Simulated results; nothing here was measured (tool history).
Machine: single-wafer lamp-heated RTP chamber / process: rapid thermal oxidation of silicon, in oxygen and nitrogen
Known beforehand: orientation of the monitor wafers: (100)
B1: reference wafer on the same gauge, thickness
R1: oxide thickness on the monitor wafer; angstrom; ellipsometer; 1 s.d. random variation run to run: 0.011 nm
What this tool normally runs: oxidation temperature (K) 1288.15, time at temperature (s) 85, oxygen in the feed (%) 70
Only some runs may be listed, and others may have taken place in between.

Run 1, hour 0.0: usual settings but oxygen in the feed (%) 88; B1 6.178. Result: R1 81.52 angstrom.
Run 2, hour 42.5: usual settings but oxygen in the feed (%) 88; B1 6.183. Result: R1 81.49 angstrom.
Run 3, hour 90.0: usual settings; B1 6.180. Result: R1 75.60 angstrom.
Run 4, hour 147.6: usual settings; B1 6.182. Result: R1 75.53 angstrom.
Run 5, hour 204.1: usual settings; B1 6.181. Result: R1 75.64 angstrom.
Run 6, hour 234.7: usual settings; B1 6.176. Result: R1 75.57 angstrom.
Run 7, hour 299.7: usual settings; B1 6.177. Result: R1 75.56 angstrom.
Run 8, hour 326.7: usual settings; B1 6.183. Result: R1 75.70 angstrom.
At hour 337.0: pyrometer window cleaned and pyrometer calibrated.
Run 9, hour 352.7: usual settings but oxygen in the feed (%) 58; B1 6.179. Result: R1 69.89 angstrom.
At hour 374.2: gauge calibrated.
Run 10, hour 419.6: usual settings but time at temperature (s) 65, oxygen in the feed (%) 51; B1 6.180. Result: R1 59.65 angstrom.
Run 11, hour 456.8: usual settings but oxidation temperature (K) 1274.15, oxygen in the feed (%) 94; B1 6.181. Result: R1 75.04 angstrom.
Run 12, hour 495.5: usual settings but oxidation temperature (K) 1297.15, time at temperature (s) 125, oxygen in the feed (%) 58; B1 6.181. Result: R1 89.01 angstrom.
Run 13, hour 542.0: usual settings but time at temperature (s) 126, oxygen in the feed (%) 45; B1 6.183. Result: R1 76.58 angstrom.
Run 14, hour 600.3: usual settings but time at temperature (s) 103, oxygen in the feed (%) 83; B1 6.181. Result: R1 87.06 angstrom.
Run 15, hour 647.8: usual settings but oxidation temperature (K) 1306.15, time at temperature (s) 57; B1 6.177. Result: R1 71.40 angstrom.
Run 16, hour 694.0: usual settings but oxidation temperature (K) 1315.15, time at temperature (s) 106, oxygen in the feed (%) 95; B1 6.178. Result: R1 112.29 angstrom.
At hour 703.2: oxygen flow controller replaced.
Run 17, hour 765.7: usual settings but oxygen in the feed (%) 88; B1 6.180. Result: R1 81.54 angstrom.
Run 18, hour 799.3: usual settings but oxidation temperature (K) 1260.15, time at temperature (s) 73, oxygen in the feed (%) 42; B1 6.176. Result: R1 48.47 angstrom.
Run 19, hour 832.3: usual settings but oxidation temperature (K) 1316.15; B1 6.183. Result: R1 92.11 angstrom.
Run 20, hour 899.5: usual settings; B1 6.182. Result: R1 75.36 angstrom.
Run 21, hour 938.2: usual settings; B1 6.186. Result: R1 75.45 angstrom.

Each row is a separate what-if for the run after 21, all from the same tool condition, not one after another. Results?
Run A, hour 938.6: usual settings but time at temperature (s) 115; B1 ?. Result: R1 ?.
Run B, hour 938.6: usual settings but oxidation temperature (K) 1301.15, time at temperature (s) 47, oxygen in the feed (%) 98; B1 ?. Result: R1 ?.
Run C, hour 938.6: usual settings but oxidation temperature (K) 1262.15, time at temperature (s) 119, oxygen in the feed (%) 44; B1 ?. Result: R1 ?.

run     B1     R1
  A  6.180  86.53
  B  6.180  71.71
  C  6.180  61.80
What these runs would have given with no unlogged condition in the tool:
run     R1
  A  85.45
  B  70.84
  C  61.02

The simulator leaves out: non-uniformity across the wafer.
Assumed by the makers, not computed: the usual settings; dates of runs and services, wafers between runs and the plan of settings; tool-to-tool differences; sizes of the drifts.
